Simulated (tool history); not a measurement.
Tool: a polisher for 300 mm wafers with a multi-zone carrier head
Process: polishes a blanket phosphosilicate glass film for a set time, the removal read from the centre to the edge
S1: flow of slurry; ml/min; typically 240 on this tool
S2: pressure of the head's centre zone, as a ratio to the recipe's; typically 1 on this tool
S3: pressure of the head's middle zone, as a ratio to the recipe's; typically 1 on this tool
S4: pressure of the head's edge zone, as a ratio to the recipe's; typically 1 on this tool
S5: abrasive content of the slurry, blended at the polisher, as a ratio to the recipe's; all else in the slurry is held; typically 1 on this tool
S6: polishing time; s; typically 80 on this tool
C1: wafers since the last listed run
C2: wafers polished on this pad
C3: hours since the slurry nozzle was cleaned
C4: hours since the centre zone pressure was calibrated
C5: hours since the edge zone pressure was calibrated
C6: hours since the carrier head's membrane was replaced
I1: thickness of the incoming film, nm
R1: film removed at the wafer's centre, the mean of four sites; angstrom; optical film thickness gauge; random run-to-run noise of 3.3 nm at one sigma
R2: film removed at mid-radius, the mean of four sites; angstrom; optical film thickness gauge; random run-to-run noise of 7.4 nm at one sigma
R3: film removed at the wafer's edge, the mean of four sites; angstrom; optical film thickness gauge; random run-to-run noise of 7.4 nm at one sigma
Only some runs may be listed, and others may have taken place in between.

run 1 hour=0 | S1=240 S2=1 S3=1 S4=1 S5=1 S6=80 | C1=0 C2=1501 C3=39.9 C4=173.1 C5=796.3 C6=479.2 | I1=3121.7 | R1=5010 R2=4980 R3=4945
-- hour=17 worn pad replaced by a new one
-- hour=108.3 edge zone pressure recalibrated
run 2 hour=108.8 | S1=240 S2=1 S3=1 S4=1 S5=1 S6=80 | C1=604 C2=528 C3=148.7 C4=281.9 C5=0.5 C6=588 | I1=3072.6 | R1=5014 R2=5074 R3=4829
run 3 hour=160.3 | S1=240 S2=1 S3=1 S4=1 S5=1 S6=80 | C1=302 C2=831 C3=200.2 C4=333.4 C5=52 C6=639.5 | I1=3020.8 | R1=5100 R2=4933 R3=4894
run 4 hour=213.6 | S1=240 S2=1 S3=1 S4=1 S5=1 S6=80 | C1=313 C2=1144 C3=253.5 C4=386.7 C5=105.3 C6=692.8 | I1=3099.2 | R1=5115 R2=4912 R3=5110
run 5 hour=253.4 | S1=240 S2=1 S3=1.05 S4=1 S5=1 S6=80 | C1=234 C2=1378 C3=293.3 C4=426.5 C5=145.1 C6=732.6 | I1=3005.9 | R1=5112 R2=5135 R3=4775
-- hour=260.5 worn pad replaced by a new one
run 6 hour=307.4 | S1=240 S2=1.08 S3=1.05 S4=1 S5=1 S6=80 | C1=294 C2=276 C3=347.3 C4=480.5 C5=199.1 C6=786.6 | I1=3020.6 | R1=5485 R2=5080 R3=4849
-- hour=338.2 slurry nozzle cleaned
run 7 hour=386.1 | S1=240 S2=1.08 S3=1.05 S4=1 S5=1 S6=80 | C1=456 C2=733 C3=47.9 C4=559.2 C5=277.8 C6=865.3 | I1=3103.5 | R1=5568 R2=5244 R3=4904
-- hour=452.9 carrier head's membrane replaced by a new one
run 8 hour=468.4 | S1=240 S2=1 S3=1 S4=1 S5=1 S6=80 | C1=454 C2=1187 C3=130.2 C4=641.5 C5=360.1 C6=15.5 | I1=3065.7 | R1=5202 R2=5078 R3=5021
-- hour=556 worn pad replaced by a new one
run 9 hour=564.6 | S1=240 S2=1 S3=1 S4=1 S5=1 S6=80 | C1=542 C2=50 C3=226.4 C4=737.7 C5=456.3 C6=111.7 | I1=3102.3 | R1=5243 R2=4904 R3=4873
-- hour=641.2 centre zone pressure recalibrated
-- hour=649.9 slurry nozzle cleaned
run 10 hour=666.6 | S1=240 S2=1 S3=1 S4=1 S5=1 S6=80 | C1=582 C2=633 C3=16.7 C4=25.4 C5=558.3 C6=213.7 | I1=3028.6 | R1=4793 R2=4891 R3=4867
run 11 hour=753.5 | S1=240 S2=1.07 S3=1 S4=1 S5=1 S6=80 | C1=511 C2=1144 C3=103.6 C4=112.3 C5=645.2 C6=300.6 | I1=3064.9 | R1=5286 R2=4910 R3=4802
run 12 hour=795.6 | S1=240 S2=1 S3=1 S4=1 S5=1 S6=80 | C1=247 C2=1391 C3=145.7 C4=154.4 C5=687.3 C6=342.7 | I1=3005.4 | R1=5003 R2=5096 R3=4833
-- hour=833.8 worn pad replaced by a new one
run 13 hour=901 | S1=240 S2=1 S3=1 S4=1.09 S5=1 S6=80 | C1=596 C2=395 C3=251.1 C4=259.8 C5=792.7 C6=448.1 | I1=3046.7 | R1=5000 R2=4941 R3=5158
-- hour=982 slurry nozzle cleaned
run 14 hour=989.4 | S1=240 S2=1.08 S3=1 S4=0.91 S5=1 S6=80 | C1=514 C2=909 C3=7.4 C4=348.2 C5=881.1 C6=536.5 | I1=3094.7 | R1=5527 R2=5139 R3=4564
run 15 hour=1044.3 | S1=240 S2=1 S3=1 S4=1 S5=1.15 S6=80 | C1=322 C2=1232 C3=62.3 C4=403.1 C5=936 C6=591.4 | I1=3060.8 | R1=5462 R2=5339 R3=5364
-- hour=1093.1 edge zone pressure recalibrated
run 16 hour=1133 | S1=305 S2=1 S3=1 S4=0.9 S5=1 S6=80 | C1=509 C2=1742 C3=151 C4=491.8 C5=39.9 C6=680.1 | I1=3056.6 | R1=5299 R2=5092 R3=4738
-- hour=1149.4 worn pad replaced by a new one
run 17 hour=1216.7 | S1=195 S2=1.07 S3=1 S4=1.11 S5=1 S6=80 | C1=468 C2=395 C3=234.7 C4=575.5 C5=123.6 C6=763.8 | I1=3012 | R1=5331 R2=4875 R3=5125
run 18 hour=1269.4 | S1=290 S2=1 S3=1 S4=1 S5=1 S6=80 | C1=309 C2=705 C3=287.4 C4=628.2 C5=176.3 C6=816.5 | I1=3031.5 | R1=5276 R2=5190 R3=5061
run 19 hour=1340.2 | S1=240 S2=0.91 S3=1 S4=1.04 S5=1 S6=67 | C1=416 C2=1122 C3=358.2 C4=699 C5=247.1 C6=887.3 | I1=3078 | R1=3942 R2=4203 R3=4247
-- hour=1350.2 slurry nozzle cleaned
run 20 hour=1430.3 | S1=240 S2=1 S3=1 S4=1 S5=1 S6=80 | C1=524 C2=1646 C3=80.1 C4=789.1 C5=337.2 C6=977.4 | I1=3074.5 | R1=5242 R2=4920 R3=4914

Run-by-run hidden state of the tool:
removal rate lost through wear of the pad, %: 0, the same for each run
slurry flow missing at the pad, %: 0, the same for each run
deviation of the edge zone's pressure from its setpoint, %: 0, the same for each run
H1: deviation of the centre zone's pressure from its setpoint, %
run=1 H1=3.48
run=2 H1=4.87
run=3 H1=5.37
run=4 H1=5.8
run=5 H1=6.07
run=6 H1=6.39
run=7 H1=6.76
run=8 H1=7.05
run=9 H1=7.3
run=10 H1=0.0318
run=11 H1=1.94
run=12 H1=2.68
run=13 H1=4.12
run=14 H1=4.99
run=15 H1=5.41
run=16 H1=5.94
run=17 H1=6.32
run=18 H1=6.51
run=19 H1=6.71
run=20 H1=6.9
